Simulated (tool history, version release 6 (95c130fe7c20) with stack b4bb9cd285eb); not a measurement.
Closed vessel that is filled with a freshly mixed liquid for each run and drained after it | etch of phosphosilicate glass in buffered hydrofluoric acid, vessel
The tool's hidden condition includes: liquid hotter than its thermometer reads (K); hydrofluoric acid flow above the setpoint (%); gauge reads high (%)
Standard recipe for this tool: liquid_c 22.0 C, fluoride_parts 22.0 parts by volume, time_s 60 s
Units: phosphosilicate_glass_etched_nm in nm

run,hour,liquid_c,fluoride_parts,time_s,wafers since the last listed run,hours since the thermometer was replaced,hours since the hydrofluoric acid flow meter was replaced,hours since the gauge calibration,"read-back film thickness of the phosphosilicate glass reference wafer, read on the same gauge (nm)",phosphosilicate_glass_etched_nm
1,0.0,22.0,22.0,60,0,1665.0,956.5,52.2,29.94,170.57
2,18.8,22.0,22.0,60,1489,1683.8,975.3,71.0,30.00,171.69
3,33.7,22.0,22.0,60,1180,1698.7,990.2,85.9,29.97,170.52
4,49.9,22.0,22.0,60,1283,1714.9,1006.4,102.1,29.97,171.10
5,69.7,20.0,22.0,60,1568,1734.7,1026.2,121.9,29.96,152.66
6,101.9,20.0,22.0,60,2551,1766.9,1058.4,154.1,29.99,151.80
7,132.8,24.0,22.0,60,2448,1797.8,1089.3,185.0,29.96,192.56
# hour 140.3: thermometer replaced
8,166.2,24.0,22.0,60,2567,25.9,1122.7,218.4,30.01,192.59
9,194.7,22.0,22.0,60,2258,54.4,1151.2,246.9,30.01,171.42
10,208.3,22.0,26.5,60,1077,68.0,1164.8,260.5,29.97,151.80
# hour 236.5: gauge calibrated
11,238.5,22.0,22.0,60,2392,98.2,1195.0,2.0,29.96,173.02
12,272.9,22.0,22.0,60,2725,132.6,1229.4,36.4,29.97,171.33
13,299.1,23.5,22.0,50,2075,158.8,1255.6,62.6,30.00,155.05
14,318.0,22.0,30.0,35,1497,177.7,1274.5,81.5,30.01,81.38
# hour 323.4: hydrofluoric acid flow meter replaced
15,341.3,22.0,17.0,60,1766,201.0,17.9,104.8,29.99,208.19
16,364.5,25.0,22.0,40,1838,224.2,41.1,128.0,29.98,130.38
17,387.4,17.0,30.0,50,1814,247.1,64.0,150.9,29.99,84.80
18,423.4,22.0,25.0,45,2852,283.1,100.0,186.9,29.95,114.29
19,441.3,22.0,22.0,60,1418,301.0,117.9,204.8,29.98,166.21

Alternative continuations, all from the tool just after run 19; predict every row:
A,442.0,22.0,22.0,35,55,301.7,118.6,205.5,?,?
B,442.0,22.0,16.0,90,55,301.7,118.6,205.5,?,?
C,442.0,19.5,22.0,60,55,301.7,118.6,205.5,?,?

run,"read-back film thickness of the phosphosilicate glass reference wafer, read on the same gauge (nm)",phosphosilicate_glass_etched_nm
A,30.01,96.49
B,30.01,331.59
C,30.01,143.83
The same runs, with their run-to-run variation unchanged, on a tool lacking any hidden condition would have given:
run,phosphosilicate_glass_etched_nm
A,95.53
B,326.88
C,142.39
